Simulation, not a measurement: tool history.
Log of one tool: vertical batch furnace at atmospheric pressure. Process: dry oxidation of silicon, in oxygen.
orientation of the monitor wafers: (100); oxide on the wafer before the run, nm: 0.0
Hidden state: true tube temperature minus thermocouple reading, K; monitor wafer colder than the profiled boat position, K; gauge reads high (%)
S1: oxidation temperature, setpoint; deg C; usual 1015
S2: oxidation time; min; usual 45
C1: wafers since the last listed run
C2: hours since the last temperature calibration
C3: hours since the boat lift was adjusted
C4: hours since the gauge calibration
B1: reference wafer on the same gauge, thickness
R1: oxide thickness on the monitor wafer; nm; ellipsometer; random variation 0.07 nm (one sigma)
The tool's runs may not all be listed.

run	hour	S1	S2	C1	C2	C3	C4	B1	R1
1	0	1015	45	0	3934	4782.9	103.9	43.4	46.65
2	13.1	1015	45	135	3947.1	4796	117	43.41	46.67
3	45.2	1015	45	332	3979.2	4828.1	149.1	43.4	46.74
4	59.1	1015	45	143	3993.1	4842	163	43.39	46.57
5	83.1	1015	45	248	4017.1	4866	187	43.39	46.69
6	115.2	1015	58	332	4049.2	4898.1	219.1	43.4	54.79
# hour 160.4: boat lift adjusted
7	217	1015	58	805	4151	56.6	320.9	43.4	54.69
# hour 231.3: gauge calibrated
# hour 257.7: thermocouples replaced and temperature profile calibrated
8	258.2	996	45	178	0.5	97.8	26.9	43.39	38.81
9	263.1	1038	54	50	5.4	102.7	31.8	43.4	64.24
10	278.6	1015	45	160	20.9	118.2	47.3	43.38	46.75
11	299.9	1015	58	220	42.2	139.5	68.6	43.4	54.74
12	327	995	67	280	69.3	166.6	95.7	43.39	49.58
13	342.1	1026	64.5	156	84.4	181.7	110.8	43.41	64.75
14	354.8	990	45	131	97.1	194.4	123.5	43.41	36.67

3 ways to go on from here, each from the tool as it stands after run 14. What would each give?
A	359.8	1015	45	51	102.1	199.4	128.5	?	?
B	359.8	993	60	51	102.1	199.4	128.5	?	?
C	359.8	995	35	51	102.1	199.4	128.5	?	?

run	B1	R1
A	43.39	46.57
B	43.39	45.09
C	43.39	33.02
Without the tool's hidden state the same runs would have given:
run	R1
A	46.57
B	45.09
C	33.02

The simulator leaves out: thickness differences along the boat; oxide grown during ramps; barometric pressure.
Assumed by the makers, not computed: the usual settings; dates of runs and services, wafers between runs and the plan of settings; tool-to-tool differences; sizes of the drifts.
